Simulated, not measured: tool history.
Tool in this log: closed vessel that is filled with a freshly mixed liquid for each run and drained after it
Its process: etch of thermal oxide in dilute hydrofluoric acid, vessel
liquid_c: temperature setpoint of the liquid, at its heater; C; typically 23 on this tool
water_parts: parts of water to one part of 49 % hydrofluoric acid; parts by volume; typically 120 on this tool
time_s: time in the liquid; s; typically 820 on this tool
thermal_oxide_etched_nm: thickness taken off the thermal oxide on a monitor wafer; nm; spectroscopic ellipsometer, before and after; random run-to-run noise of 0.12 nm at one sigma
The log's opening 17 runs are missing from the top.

run,day,liquid_c,water_parts,time_s,wafers since the last listed run,hours since the thermometer was replaced,hours since the hydrofluoric acid flow meter was replaced,hours since the gauge calibration,"read-back film thickness of the thermal oxide reference wafer, read on the same gauge (nm)",thermal_oxide_etched_nm
18,16.421,27.5,175,1005,1606,1773.2,1654.8,271.4,141.03,26.04
19,17.733,25,120,655,1968,1804.7,1686.3,302.9,141.12,24.06
20,18.496,20.5,70,820,1143,1823,1704.6,321.2,141.16,46.39
21,19.104,23,120,960,912,1837.6,1719.2,335.8,141.23,33.02
# day 19.925: thermometer replaced
22,20.404,18,120,820,1887,11.5,1750.4,367,141.27,22.89
23,20.942,23,120,520,806,24.4,1763.3,379.9,141.37,17.74
24,22.342,23,120,820,2100,58,1796.9,413.5,141.46,28.38
# day 24.354: hydrofluoric acid flow meter replaced
25,25.158,23,150,820,4162,125.6,19.3,481.1,141.62,21.71
26,26.338,18.5,120,680,1768,153.9,47.6,509.4,141.7,19.6
27,27.788,25,165,1265,2175,188.7,82.4,544.2,141.77,32.27
28,29.246,18.5,140,355,2187,223.7,117.4,579.2,141.86,8.52
29,30.679,23,120,820,2150,258.1,151.8,613.6,141.97,28.33
30,31.354,20,120,820,1012,274.3,168,629.8,141.97,24.98
31,32.321,23,165,820,1450,297.5,191.2,653,142.08,19.43
32,34.558,26,85,820,3356,351.2,244.9,706.7,142.21,46.74
33,35.333,23,120,820,1162,369.8,263.5,725.3,142.21,28.31

Each row is a separate what-if for the run after 33, all from the same tool condition, not one after another. Results?
A,35.371,23,120,820,56,370.7,264.4,726.2,?,?
B,35.371,26.5,160,1230,56,370.7,264.4,726.2,?,?
C,35.371,23,175,820,56,370.7,264.4,726.2,?,?
D,35.371,18.5,120,820,56,370.7,264.4,726.2,?,?

run,"read-back film thickness of the thermal oxide reference wafer, read on the same gauge (nm)",thermal_oxide_etched_nm
A,142.27,28.33
B,142.27,34.75
C,142.27,18.26
D,142.27,23.63
Without the tool's unlogged condition, the same runs would have read:
run,thermal_oxide_etched_nm
A,27.88
B,34.2
C,17.97
D,23.26
